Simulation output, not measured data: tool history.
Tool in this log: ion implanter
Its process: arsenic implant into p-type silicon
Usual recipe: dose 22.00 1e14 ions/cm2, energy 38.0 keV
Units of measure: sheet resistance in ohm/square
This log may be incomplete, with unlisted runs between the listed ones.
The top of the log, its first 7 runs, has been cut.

run	hour	dose	energy	wafers since the last listed run	hours since the last dose calibration	hours since the extraction supply was calibrated	hours since the gauge calibration	read-back reference wafer on the same gauge, sheet resistance	sheet resistance
8	98.9	22.00	32.0	300	1107.1	5332.0	422.1	92.04	92.03
9	114.3	22.00	32.0	359	1122.5	5347.4	437.5	92.11	92.05
10	124.9	22.00	32.0	247	1133.1	5358.0	448.1	92.14	91.93
11	134.3	22.00	38.0	219	1142.5	5367.4	457.5	92.00	84.42
12	151.9	22.00	38.0	410	1160.1	5385.0	475.1	92.07	84.22
13	163.8	22.00	46.0	277	1172.0	5396.9	487.0	92.03	77.24
14	176.2	22.00	46.0	289	1184.4	5409.3	499.4	92.07	77.34
15	192.2	22.00	46.0	372	1200.4	5425.3	515.4	92.07	77.34
16	203.0	22.00	38.0	251	1211.2	5436.1	526.2	92.09	84.40
# hour 203.4: gauge calibrated
17	218.5	18.18	38.0	361	1226.7	5451.6	15.1	91.39	87.97
18	226.5	18.18	38.0	186	1234.7	5459.6	23.1	91.40	87.74
# hour 245.1: extraction supply calibrated
19	245.6	22.00	38.0	258	1253.8	0.5	42.2	91.44	84.07
20	255.8	22.00	25.0	237	1264.0	10.7	52.4	91.51	103.98
21	270.5	25.10	50.5	342	1278.7	25.4	67.1	91.58	71.22

What does the tool deliver on the next run?
22	280.4	19.44	42.0	230	1288.6	35.3	77.0	?	?

Logged for run 22: read-back reference wafer on the same gauge, sheet resistance 91.67, sheet resistance 82.82 ohm/square.
If the tool had no hidden condition, the same run with the same run-to-run variation would have returned sheet resistance 82.41 ohm/square.

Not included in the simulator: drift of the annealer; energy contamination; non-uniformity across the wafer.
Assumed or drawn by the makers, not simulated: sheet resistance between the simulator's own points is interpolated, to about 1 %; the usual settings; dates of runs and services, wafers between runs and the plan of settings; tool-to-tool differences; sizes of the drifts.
